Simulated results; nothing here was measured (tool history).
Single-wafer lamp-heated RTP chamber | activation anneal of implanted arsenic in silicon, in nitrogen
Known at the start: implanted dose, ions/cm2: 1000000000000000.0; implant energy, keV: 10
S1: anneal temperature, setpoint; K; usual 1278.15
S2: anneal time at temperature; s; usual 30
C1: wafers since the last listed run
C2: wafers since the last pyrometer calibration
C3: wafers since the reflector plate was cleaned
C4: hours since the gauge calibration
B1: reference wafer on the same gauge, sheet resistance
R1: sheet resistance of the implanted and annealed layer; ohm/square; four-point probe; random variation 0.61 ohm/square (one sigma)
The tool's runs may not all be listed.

{"run": 1, "hour": 0.0, "S1": 1254.15, "S2": 30, "C1": 0, "C2": 4976, "C3": 875, "C4": 39.7, "B1": 120.0, "R1": 166.84}
{"run": 2, "hour": 10.8, "S1": 1254.15, "S2": 30, "C1": 86, "C2": 5063, "C3": 962, "C4": 50.5, "B1": 120.1, "R1": 168.28}
{"run": 3, "hour": 18.6, "S1": 1261.15, "S2": 25, "C1": 62, "C2": 5126, "C3": 1024, "C4": 58.3, "B1": 119.96, "R1": 166.66}
{"run": 4, "hour": 30.8, "S1": 1278.15, "S2": 30, "C1": 98, "C2": 5224, "C3": 1122, "C4": 70.5, "B1": 119.81, "R1": 149.91}
{"run": 5, "hour": 38.4, "S1": 1278.15, "S2": 30, "C1": 61, "C2": 5285, "C3": 1184, "C4": 78.1, "B1": 119.99, "R1": 149.72}
{"run": 6, "hour": 46.4, "S1": 1278.15, "S2": 30, "C1": 64, "C2": 5349, "C3": 1248, "C4": 86.1, "B1": 119.99, "R1": 149.31}
{"run": 7, "hour": 55.8, "S1": 1278.15, "S2": 41, "C1": 75, "C2": 5425, "C3": 1323, "C4": 95.5, "B1": 119.89, "R1": 140.79}
{"run": 8, "hour": 73.3, "S1": 1278.15, "S2": 41, "C1": 140, "C2": 5565, "C3": 1464, "C4": 113.0, "B1": 120.08, "R1": 140.72}
{"run": 9, "hour": 87.3, "S1": 1269.15, "S2": 30, "C1": 112, "C2": 5678, "C3": 1577, "C4": 127.0, "B1": 120.09, "R1": 154.48}
{"run": 10, "hour": 96.1, "S1": 1269.15, "S2": 30, "C1": 70, "C2": 5748, "C3": 1647, "C4": 135.8, "B1": 120.11, "R1": 154.16}
{"run": 11, "hour": 105.1, "S1": 1269.15, "S2": 30, "C1": 72, "C2": 5821, "C3": 1720, "C4": 144.8, "B1": 119.94, "R1": 155.79}
{"run": 12, "hour": 114.2, "S1": 1278.15, "S2": 17, "C1": 73, "C2": 5894, "C3": 1793, "C4": 153.9, "B1": 119.98, "R1": 163.28}
{"run": 13, "hour": 124.6, "S1": 1278.15, "S2": 17, "C1": 83, "C2": 5978, "C3": 1876, "C4": 164.3, "B1": 120.13, "R1": 163.81}
{"run": 14, "hour": 140.8, "S1": 1278.15, "S2": 30, "C1": 130, "C2": 6108, "C3": 2007, "C4": 180.5, "B1": 119.74, "R1": 149.01}
{"hour": 153.2, "done": "pyrometer window cleaned and pyrometer calibrated"}
{"run": 15, "hour": 153.7, "S1": 1278.15, "S2": 30, "C1": 39, "C2": 3, "C3": 2046, "C4": 193.4, "B1": 119.98, "R1": 148.76}
{"hour": 154.5, "done": "gauge calibrated"}
{"run": 16, "hour": 163.9, "S1": 1278.15, "S2": 30, "C1": 81, "C2": 85, "C3": 2128, "C4": 9.4, "B1": 119.98, "R1": 147.59}
{"run": 17, "hour": 171.3, "S1": 1278.15, "S2": 30, "C1": 59, "C2": 145, "C3": 2187, "C4": 16.8, "B1": 119.9, "R1": 149.74}
{"run": 18, "hour": 185.7, "S1": 1257.15, "S2": 13, "C1": 115, "C2": 260, "C3": 2303, "C4": 31.2, "B1": 119.86, "R1": 186.07}
{"run": 19, "hour": 203.5, "S1": 1278.15, "S2": 30, "C1": 143, "C2": 403, "C3": 2446, "C4": 49.0, "B1": 120.08, "R1": 149.16}
{"run": 20, "hour": 210.9, "S1": 1278.15, "S2": 30, "C1": 59, "C2": 463, "C3": 2506, "C4": 56.4, "B1": 120.1, "R1": 149.7}
{"run": 21, "hour": 226.3, "S1": 1304.15, "S2": 45, "C1": 123, "C2": 587, "C3": 2630, "C4": 71.8, "B1": 120.05, "R1": 126.91}
{"run": 22, "hour": 242.9, "S1": 1294.15, "S2": 35, "C1": 133, "C2": 720, "C3": 2763, "C4": 88.4, "B1": 120.16, "R1": 135.4}
{"run": 23, "hour": 259.1, "S1": 1269.15, "S2": 23, "C1": 130, "C2": 850, "C3": 2893, "C4": 104.6, "B1": 119.93, "R1": 162.39}
{"run": 24, "hour": 275.0, "S1": 1249.15, "S2": 41, "C1": 127, "C2": 978, "C3": 3021, "C4": 120.5, "B1": 120.09, "R1": 163.07}
{"run": 25, "hour": 282.4, "S1": 1278.15, "S2": 17, "C1": 59, "C2": 1038, "C3": 3080, "C4": 127.9, "B1": 120.05, "R1": 164.4}
{"hour": 295.5, "done": "reflector plate cleaned"}
{"run": 26, "hour": 296.0, "S1": 1258.15, "S2": 43, "C1": 45, "C2": 1083, "C3": 4, "C4": 141.5, "B1": 120.09, "R1": 155.2}
{"run": 27, "hour": 302.2, "S1": 1294.15, "S2": 40, "C1": 49, "C2": 1133, "C3": 53, "C4": 147.7, "B1": 119.94, "R1": 133.66}
{"run": 28, "hour": 309.6, "S1": 1278.15, "S2": 30, "C1": 59, "C2": 1192, "C3": 113, "C4": 155.1, "B1": 120.06, "R1": 148.78}
{"run": 29, "hour": 319.7, "S1": 1278.15, "S2": 30, "C1": 81, "C2": 1273, "C3": 194, "C4": 165.2, "B1": 120.04, "R1": 147.58}
{"run": 30, "hour": 342.6, "S1": 1269.15, "S2": 35, "C1": 184, "C2": 1457, "C3": 378, "C4": 188.1, "B1": 120.09, "R1": 152.32}
{"run": 31, "hour": 359.5, "S1": 1295.15, "S2": 42, "C1": 135, "C2": 1593, "C3": 514, "C4": 205.0, "B1": 119.96, "R1": 130.63}
{"run": 32, "hour": 371.7, "S1": 1278.15, "S2": 30, "C1": 98, "C2": 1691, "C3": 612, "C4": 217.2, "B1": 120.03, "R1": 149.12}
{"hour": 374.5, "done": "gauge calibrated"}
{"run": 33, "hour": 386.3, "S1": 1278.15, "S2": 30, "C1": 117, "C2": 1808, "C3": 729, "C4": 11.8, "B1": 119.94, "R1": 148.71}

The next listed run, before its measurement:
{"run": 34, "hour": 396.8, "S1": 1278.15, "S2": 44, "C1": 84, "C2": 1893, "C3": 814, "C4": 22.3, "B1": "?", "R1": "?"}

{"run 34": {"B1": 120.07, "R1": 138.97}}
Without the tool's hidden state the same run would have given R1 138.97 ohm/square.

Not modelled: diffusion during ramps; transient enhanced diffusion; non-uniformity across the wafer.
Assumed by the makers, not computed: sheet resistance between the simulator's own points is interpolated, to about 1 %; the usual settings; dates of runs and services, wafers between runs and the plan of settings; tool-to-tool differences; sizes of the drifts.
